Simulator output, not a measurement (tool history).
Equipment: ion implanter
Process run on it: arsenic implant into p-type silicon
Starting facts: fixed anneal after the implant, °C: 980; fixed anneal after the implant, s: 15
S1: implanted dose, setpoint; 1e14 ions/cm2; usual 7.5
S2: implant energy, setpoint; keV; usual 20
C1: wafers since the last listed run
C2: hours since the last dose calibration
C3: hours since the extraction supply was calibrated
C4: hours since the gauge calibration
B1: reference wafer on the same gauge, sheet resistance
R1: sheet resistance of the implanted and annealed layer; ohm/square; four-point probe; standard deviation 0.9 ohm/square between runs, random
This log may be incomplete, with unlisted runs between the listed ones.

run	hour	S1	S2	C1	C2	C3	C4	B1	R1
1	0	7.5	20	0	864.3	1187.3	1877	182.09	157.82
2	105.3	7.5	20	2268	969.6	1292.6	1982.3	181.89	157.82
3	397.1	7.5	20	6285	1261.4	1584.4	2274.1	181.96	159.76
4	706.5	7.5	20	6664	1570.8	1893.8	2583.5	182.18	159.34
5	744	7.5	20	807	1608.3	1931.3	2621	182.06	159.16
6	844.7	7.5	23	2168	1709	2032	2721.7	181.9	153.45
7	915.6	7.5	23	1527	1779.9	2102.9	2792.6	182.04	153.16
8	963	7.5	20	1020	1827.3	2150.3	2840	181.85	158.29
9	1014.8	7.5	25	1115	1879.1	2202.1	2891.8	181.94	151.66
10	1099.3	7.5	25	1820	1963.6	2286.6	2976.3	182.1	150.04
# hour 1149.7: Faraday cup replaced and dose calibrated
# hour 1164.1: gauge calibrated
11	1186.3	8.21	20	1701	36.6	2373.6	22.2	182.16	152.69
12	1253.3	9.74	14	1443	103.6	2440.6	89.2	182.01	156.76
13	1290.5	7.5	25.5	801	140.8	2477.8	126.4	181.84	151.36
14	1334.7	6.09	25	952	185	2522	170.6	181.72	173.09
15	1400.9	6.45	24	1425	251.2	2588.2	236.8	181.88	166.98
16	1464.9	6.58	15.5	1378	315.2	2652.2	300.8	181.9	179.36
17	1520.5	5.76	25.5	1197	370.8	2707.8	356.4	181.9	177.14
18	1618.4	7.5	20	2108	468.7	2805.7	454.3	181.96	159.28
19	1692.2	8.49	17.5	1589	542.5	2879.5	528.1	181.9	153.99
# hour 1743.5: extraction supply calibrated
20	1782.8	9.08	17	1779	633.1	39.3	618.7	182.16	151.92
21	1981	7.5	20	4269	831.3	237.5	816.9	181.95	160.11
22	2058.8	8.82	22	1675	909.1	315.3	894.7	181.68	141.71
23	2130.7	6.2	26	1548	981	387.2	966.6	181.76	167.61
24	2188.1	6.26	16	1236	1038.4	444.6	1024	181.88	182.61
25	2257.9	7.5	14	1503	1108.2	514.4	1093.8	181.88	173.45
26	2333.3	9.37	13.5	1624	1183.6	589.8	1169.2	182.26	160.7
27	2415.1	6.16	16.5	1761	1265.4	671.6	1251	181.66	183.12
28	2500.3	9	22.5	1835	1350.6	756.8	1336.2	182	140.49
29	2559.3	7.5	21.5	1270	1409.6	815.8	1395.2	181.88	156.42
30	2663.7	7.5	20	2248	1514	920.2	1499.6	182.13	157.42
31	2704.1	7.5	20	870	1554.4	960.6	1540	181.99	157.83
32	2801.7	9.32	23.5	2102	1652	1058.2	1637.6	181.77	134.87
33	2897.1	5.32	20	2054	1747.4	1153.6	1733	182.07	195.46
34	2955.5	8.53	20	1257	1805.8	1212	1791.4	182.35	149.74
35	3063.5	5.29	20	2326	1913.8	1320	1899.4	182.25	195.87
36	3155.4	7.5	20	1979	2005.7	1411.9	1991.3	181.88	158.54

For each entry between runs, how does the tool's hidden state at the last listed run before it compare with that at the first listed run after it?
Between runs 10 and 11: Faraday cup replaced and dose calibrated (hour 1149.7); gauge calibrated (hour 1164.1)
  no hidden state differs between the two runs
Between runs 19 and 20: extraction supply calibrated (hour 1743.5)
  no hidden state differs between the two runs
